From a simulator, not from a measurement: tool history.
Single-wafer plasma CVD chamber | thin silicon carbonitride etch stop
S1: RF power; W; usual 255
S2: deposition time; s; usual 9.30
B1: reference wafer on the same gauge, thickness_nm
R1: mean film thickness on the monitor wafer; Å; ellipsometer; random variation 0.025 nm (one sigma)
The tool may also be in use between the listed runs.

{"run": 1, "day": 0.0, "S1": 255, "S2": 9.3, "B1": 4.423, "R1": 53.13}
{"day": 1.279, "done": "RF generator calibrated"}
{"run": 2, "day": 3.196, "S1": 255, "S2": 10.34, "B1": 4.428, "R1": 60.5}
{"run": 3, "day": 7.488, "S1": 255, "S2": 10.34, "B1": 4.421, "R1": 60.56}
{"run": 4, "day": 11.3, "S1": 255, "S2": 10.34, "B1": 4.434, "R1": 60.29}
{"run": 5, "day": 14.738, "S1": 255, "S2": 9.3, "B1": 4.43, "R1": 53.96}
{"run": 6, "day": 18.508, "S1": 255, "S2": 9.3, "B1": 4.435, "R1": 53.62}
{"run": 7, "day": 22.767, "S1": 255, "S2": 8.9, "B1": 4.431, "R1": 51.18}
{"run": 8, "day": 26.158, "S1": 255, "S2": 8.9, "B1": 4.427, "R1": 51.28}
{"run": 9, "day": 28.342, "S1": 255, "S2": 8.9, "B1": 4.43, "R1": 50.94}
{"run": 10, "day": 32.317, "S1": 255, "S2": 9.3, "B1": 4.432, "R1": 52.84}
{"day": 33.712, "done": "RF generator calibrated"}
{"day": 33.75, "done": "thermocouple changed; heater temperature recalibrated"}
{"run": 11, "day": 36.125, "S1": 255, "S2": 9.3, "B1": 4.437, "R1": 54.29}
{"run": 12, "day": 43.758, "S1": 255, "S2": 9.3, "B1": 4.438, "R1": 53.59}
{"run": 13, "day": 45.496, "S1": 255, "S2": 9.3, "B1": 4.425, "R1": 53.69}
{"day": 46.075, "done": "gauge calibrated"}
{"run": 14, "day": 49.729, "S1": 280, "S2": 8.24, "B1": 4.427, "R1": 48.89}
{"run": 15, "day": 51.729, "S1": 285, "S2": 10.47, "B1": 4.433, "R1": 62.64}
{"run": 16, "day": 55.238, "S1": 235, "S2": 10.86, "B1": 4.43, "R1": 61.39}
{"day": 56.317, "done": "showerhead replaced"}
{"run": 17, "day": 57.704, "S1": 210, "S2": 11.09, "B1": 4.432, "R1": 60.47}
{"run": 18, "day": 60.817, "S1": 270, "S2": 8.27, "B1": 4.425, "R1": 47.98}
{"day": 65.5, "done": "RF generator calibrated"}
{"run": 19, "day": 70.788, "S1": 255, "S2": 9.3, "B1": 4.428, "R1": 54.39}
{"run": 20, "day": 73.8, "S1": 255, "S2": 9.3, "B1": 4.421, "R1": 54.06}
{"run": 21, "day": 78.096, "S1": 255, "S2": 9.3, "B1": 4.419, "R1": 54.15}
{"run": 22, "day": 79.725, "S1": 240, "S2": 9.3, "B1": 4.423, "R1": 53.01}
{"run": 23, "day": 92.879, "S1": 280, "S2": 8.04, "B1": 4.429, "R1": 47.47}
{"run": 24, "day": 94.938, "S1": 290, "S2": 8.32, "B1": 4.421, "R1": 49.49}
{"day": 96.504, "done": "thermocouple changed; heater temperature recalibrated"}
{"run": 25, "day": 97.196, "S1": 255, "S2": 9.3, "B1": 4.426, "R1": 53.71}
{"day": 104.375, "done": "RF generator calibrated"}
{"run": 26, "day": 105.896, "S1": 210, "S2": 7.46, "B1": 4.429, "R1": 40.99}
{"run": 27, "day": 109.004, "S1": 255, "S2": 9.3, "B1": 4.433, "R1": 54.36}
{"run": 28, "day": 112.662, "S1": 240, "S2": 7.67, "B1": 4.431, "R1": 43.53}
{"run": 29, "day": 115.588, "S1": 210, "S2": 10.6, "B1": 4.425, "R1": 58.53}

Run 30 comes next. What will it give?
{"run": 30, "day": 119.246, "S1": 255, "S2": 9.3, "B1": "?", "R1": "?"}

Run 30 gave B1 4.425, R1 53.85 Å.
Without the tool's hidden state the same run would have given R1 54.20 Å.

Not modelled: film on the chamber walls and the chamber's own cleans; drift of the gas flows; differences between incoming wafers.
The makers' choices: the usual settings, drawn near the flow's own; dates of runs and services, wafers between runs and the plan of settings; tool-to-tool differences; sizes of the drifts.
